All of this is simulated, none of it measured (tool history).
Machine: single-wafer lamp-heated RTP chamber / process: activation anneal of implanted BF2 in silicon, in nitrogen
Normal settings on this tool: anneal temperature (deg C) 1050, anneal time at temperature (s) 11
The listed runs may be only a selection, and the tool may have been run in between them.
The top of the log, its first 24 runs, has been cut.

run   hour  anneal temperature (deg C)  anneal time at temperature (s)  wafers since the last listed run  wafers since the last pyrometer calibration  wafers since the reflector plate was cleaned  hours since the gauge calibration  read-back reference wafer on the same gauge, sheet resistance  sheet resistance of the implanted and annealed layer (ohm/square)
     593.5  -- pyrometer window cleaned and pyrometer calibrated
 25    594                        1072                               7                               131                                            5                                          3965                                166                                                         316.09                                                             364.61
 26  604.1                        1050                              11                               119                                          125                                          4085                              176.1                                                         316.03                                                             366.55
 27  625.1                        1075                              14                               248                                          374                                          4333                              197.1                                                         316.01                                                             356.42
 28  655.3                        1028                               5                               357                                          732                                          4691                              227.3                                                         316.01                                                             374.87
 29  683.2                        1031                              15                               330                                         1062                                          5022                              255.2                                                         316.07                                                             365.66
 30  709.3                        1065                               7                               309                                         1372                                          5331                              281.3                                                         316.01                                                             365.94
 31  738.6                        1050                              14                               347                                         1719                                          5678                              310.6                                                         315.96                                                             361.46
 32  759.6                        1069                               6                               248                                         1968                                          5927                              331.6                                                         315.96                                                             365.05
 33    785                        1036                              11                               300                                         2268                                          6228                                357                                                         316.06                                                             366.16
 34  812.9                        1050                              11                               330                                         2599                                          6558                              384.9                                                         315.98                                                             363.35
 35  848.2                        1035                              17                               418                                         3017                                          6977                              420.2                                                         315.98                                                             361.78
 36  862.8                        1050                              15                               172                                         3190                                          7150                              434.8                                                         316.06                                                             357.24
 37    875                        1068                               8                               144                                         3335                                          7294                                447                                                         316.05                                                             362.08

4 ways to go on from here, each from the tool as it stands after run 37. What would each give?
  A  875.4                        1063                              11                                 4                                         3340                                          7299                              447.4                                                              ?                                                                  ?
  B  875.4                        1060                               9                                 4                                         3340                                          7299                              447.4                                                              ?                                                                  ?
  C  875.4                        1078                              18                                 4                                         3340                                          7299                              447.4                                                              ?                                                                  ?
  D  875.4                        1069                              13                                 4                                         3340                                          7299                              447.4                                                              ?                                                                  ?

run  read-back reference wafer on the same gauge, sheet resistance  sheet resistance of the implanted and annealed layer (ohm/square)
  A                                                         315.99                                                             359.34
  B                                                         315.99                                                             362.42
  C                                                         315.99                                                             348.47
  D                                                         315.99                                                              355.7
Take away the tool's hidden state, keep each run's random variation, and the runs would have read:
run  sheet resistance of the implanted and annealed layer (ohm/square)
  A                                                             363.23
  B                                                             366.03
  C                                                             353.11
  D                                                             359.83

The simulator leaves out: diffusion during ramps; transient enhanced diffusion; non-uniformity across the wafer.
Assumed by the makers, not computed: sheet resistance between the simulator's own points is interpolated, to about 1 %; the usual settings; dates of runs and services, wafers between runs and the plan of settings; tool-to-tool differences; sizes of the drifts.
